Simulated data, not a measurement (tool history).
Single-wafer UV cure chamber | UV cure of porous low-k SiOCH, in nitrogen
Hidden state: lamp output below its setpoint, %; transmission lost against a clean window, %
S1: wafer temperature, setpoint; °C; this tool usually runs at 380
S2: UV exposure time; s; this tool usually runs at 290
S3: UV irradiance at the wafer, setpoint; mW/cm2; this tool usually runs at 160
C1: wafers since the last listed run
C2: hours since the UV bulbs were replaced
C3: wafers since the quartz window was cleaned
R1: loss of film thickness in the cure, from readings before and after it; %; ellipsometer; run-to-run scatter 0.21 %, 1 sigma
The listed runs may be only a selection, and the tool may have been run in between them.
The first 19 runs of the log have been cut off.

| run | day | S1 | S2 | S3 | C1 | C2 | C3 | R1 |
|---|---|---|---|---|---|---|---|---|
| 20 | 36.238 | 366 | 290 | 160 | 447 | 998.8 | 2690 | 11.692 |
|  | 37.796 | UV bulbs replaced |
|  | 38.592 | quartz window cleaned |
| 21 | 38.612 | 380 | 290 | 160 | 312 | 19.6 | 4 | 14.123 |
| 22 | 41.562 | 372 | 385 | 195 | 539 | 90.4 | 543 | 16.099 |
| 23 | 43.583 | 380 | 290 | 160 | 369 | 138.9 | 912 | 13.370 |
| 24 | 45.971 | 380 | 290 | 193 | 436 | 196.2 | 1348 | 14.799 |
| 25 | 47.962 | 380 | 290 | 160 | 363 | 244.0 | 1712 | 13.683 |
| 26 | 50.204 | 400 | 435 | 123 | 409 | 297.8 | 2122 | 14.379 |
| 27 | 51.508 | 380 | 160 | 160 | 238 | 329.1 | 2360 | 10.774 |
|  | 54.350 | quartz window cleaned |
| 28 | 54.371 | 388 | 290 | 160 | 462 | 397.8 | 4 | 13.651 |
| 29 | 62.017 | 364 | 290 | 160 | 1397 | 581.3 | 1401 | 12.772 |
| 30 | 63.500 | 380 | 290 | 160 | 271 | 616.9 | 1672 | 13.035 |
| 31 | 66.125 | 380 | 335 | 127 | 479 | 679.9 | 2152 | 12.268 |
| 32 | 68.533 | 361 | 290 | 160 | 440 | 737.7 | 2592 | 12.407 |
|  | 70.379 | quartz window cleaned |
| 33 | 71.067 | 392 | 420 | 186 | 402 | 798.5 | 125 | 15.565 |
| 34 | 72.679 | 365 | 180 | 123 | 294 | 837.2 | 420 | 9.232 |
| 35 | 75.183 | 363 | 195 | 135 | 457 | 897.3 | 878 | 9.475 |
|  | 76.879 | UV bulbs replaced |
| 36 | 77.450 | 380 | 150 | 160 | 353 | 13.7 | 1231 | 11.134 |
| 37 | 78.479 | 380 | 290 | 123 | 188 | 38.4 | 1419 | 12.388 |
| 38 | 79.617 | 363 | 210 | 129 | 207 | 65.7 | 1627 | 11.338 |
| 39 | 81.725 | 373 | 155 | 192 | 385 | 116.3 | 2012 | 11.244 |

Forecast each of these 3 alternatives for the next run:
| A | 81.742 | 380 | 290 | 180 | 3 | 116.7 | 2015 | ? |
| B | 81.742 | 399 | 455 | 160 | 3 | 116.7 | 2015 | ? |
| C | 81.742 | 387 | 290 | 160 | 3 | 116.7 | 2015 | ? |

| run | R1 |
|---|---|
| A | 14.638 |
| B | 16.614 |
| C | 14.207 |
Without the tool's hidden state the same runs would have given:
| run | R1 |
|---|---|
| A | 15.312 |
| B | 17.293 |
| C | 14.880 |
